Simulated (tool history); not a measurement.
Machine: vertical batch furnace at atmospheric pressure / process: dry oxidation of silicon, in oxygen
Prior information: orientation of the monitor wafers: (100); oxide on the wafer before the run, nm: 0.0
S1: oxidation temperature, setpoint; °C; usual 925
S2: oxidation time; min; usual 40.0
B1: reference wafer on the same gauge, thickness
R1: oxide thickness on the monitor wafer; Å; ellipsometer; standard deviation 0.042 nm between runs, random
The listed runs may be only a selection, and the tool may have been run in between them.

run 1 hour=0.0 | S1=925 S2=40.0 | B1=15.49 | R1=186.5
run 2 hour=18.5 | S1=925 S2=40.0 | B1=15.50 | R1=187.3
run 3 hour=36.2 | S1=925 S2=40.0 | B1=15.50 | R1=187.8
run 4 hour=54.2 | S1=925 S2=40.0 | B1=15.50 | R1=186.6
run 5 hour=71.4 | S1=925 S2=40.0 | B1=15.50 | R1=187.6
run 6 hour=95.6 | S1=925 S2=40.0 | B1=15.49 | R1=187.2
run 7 hour=115.6 | S1=925 S2=40.0 | B1=15.50 | R1=187.3
run 8 hour=131.1 | S1=936 S2=48.0 | B1=15.50 | R1=234.7
run 9 hour=146.8 | S1=936 S2=48.0 | B1=15.51 | R1=235.7
-- hour=194.6 thermocouples replaced and temperature profile calibrated
run 10 hour=195.1 | S1=936 S2=48.0 | B1=15.49 | R1=239.6
run 11 hour=206.7 | S1=925 S2=40.0 | B1=15.50 | R1=192.0
run 12 hour=231.6 | S1=925 S2=49.5 | B1=15.50 | R1=219.5
run 13 hour=266.7 | S1=916 S2=40.0 | B1=15.50 | R1=175.5
run 14 hour=281.0 | S1=925 S2=40.0 | B1=15.50 | R1=191.0
run 15 hour=302.8 | S1=925 S2=40.0 | B1=15.49 | R1=191.3
run 16 hour=338.1 | S1=925 S2=40.0 | B1=15.50 | R1=192.4
run 17 hour=350.6 | S1=925 S2=40.0 | B1=15.50 | R1=192.5
run 18 hour=364.3 | S1=904 S2=56.5 | B1=15.51 | R1=197.4
-- hour=402.0 boat lift adjusted
run 19 hour=402.5 | S1=925 S2=51.0 | B1=15.51 | R1=225.7
run 20 hour=421.3 | S1=931 S2=29.5 | B1=15.50 | R1=167.5
-- hour=448.1 thermocouples replaced and temperature profile calibrated, repeated, since the last time left the tool worse
run 21 hour=449.6 | S1=925 S2=40.0 | B1=15.51 | R1=180.9
run 22 hour=465.9 | S1=925 S2=40.0 | B1=15.50 | R1=181.2
run 23 hour=494.2 | S1=915 S2=29.5 | B1=15.51 | R1=134.4
run 24 hour=511.8 | S1=925 S2=54.0 | B1=15.51 | R1=221.6
-- hour=530.4 gauge calibrated
run 25 hour=536.9 | S1=925 S2=40.0 | B1=15.50 | R1=182.3
run 26 hour=570.5 | S1=925 S2=40.0 | B1=15.50 | R1=182.2
run 27 hour=591.2 | S1=925 S2=40.0 | B1=15.50 | R1=182.6
run 28 hour=612.9 | S1=925 S2=40.0 | B1=15.50 | R1=182.2
run 29 hour=625.3 | S1=925 S2=25.5 | B1=15.50 | R1=134.8
run 30 hour=704.7 | S1=935 S2=58.5 | B1=15.50 | R1=260.5
run 31 hour=738.0 | S1=937 S2=48.5 | B1=15.50 | R1=234.8
run 32 hour=755.7 | S1=911 S2=58.0 | B1=15.49 | R1=205.2
run 33 hour=773.4 | S1=944 S2=20.0 | B1=15.50 | R1=142.6
run 34 hour=794.6 | S1=932 S2=30.0 | B1=15.50 | R1=162.5
run 35 hour=822.3 | S1=914 S2=56.5 | B1=15.49 | R1=208.3
run 36 hour=848.1 | S1=950 S2=55.5 | B1=15.50 | R1=296.4
run 37 hour=880.2 | S1=925 S2=40.0 | B1=15.49 | R1=184.0
run 38 hour=905.9 | S1=911 S2=40.0 | B1=15.50 | R1=161.0

What would each run have given without the hidden state, its run-to-run variation left as it was?
Hidden state present: true tube temperature minus thermocouple reading, K; monitor wafer colder than the profiled boat position, K; gauge reads high (%).
run=1 R1=180.7
run=2 R1=181.4
run=3 R1=181.9
run=4 R1=180.8
run=5 R1=181.7
run=6 R1=181.3
run=7 R1=181.4
run=8 R1=226.5
run=9 R1=227.4
run=10 R1=226.2
run=11 R1=182.2
run=12 R1=208.1
run=13 R1=166.0
run=14 R1=180.7
run=15 R1=180.8
run=16 R1=181.6
run=17 R1=181.5
run=18 R1=185.5
run=19 R1=212.4
run=20 R1=156.6
run=21 R1=180.6
run=22 R1=180.8
run=23 R1=133.9
run=24 R1=220.7
run=25 R1=181.3
run=26 R1=180.9
run=27 R1=181.2
run=28 R1=180.7
run=29 R1=133.6
run=30 R1=257.2
run=31 R1=231.6
run=32 R1=202.3
run=33 R1=140.0
run=34 R1=160.0
run=35 R1=205.0
run=36 R1=291.0
run=37 R1=181.0
run=38 R1=158.1
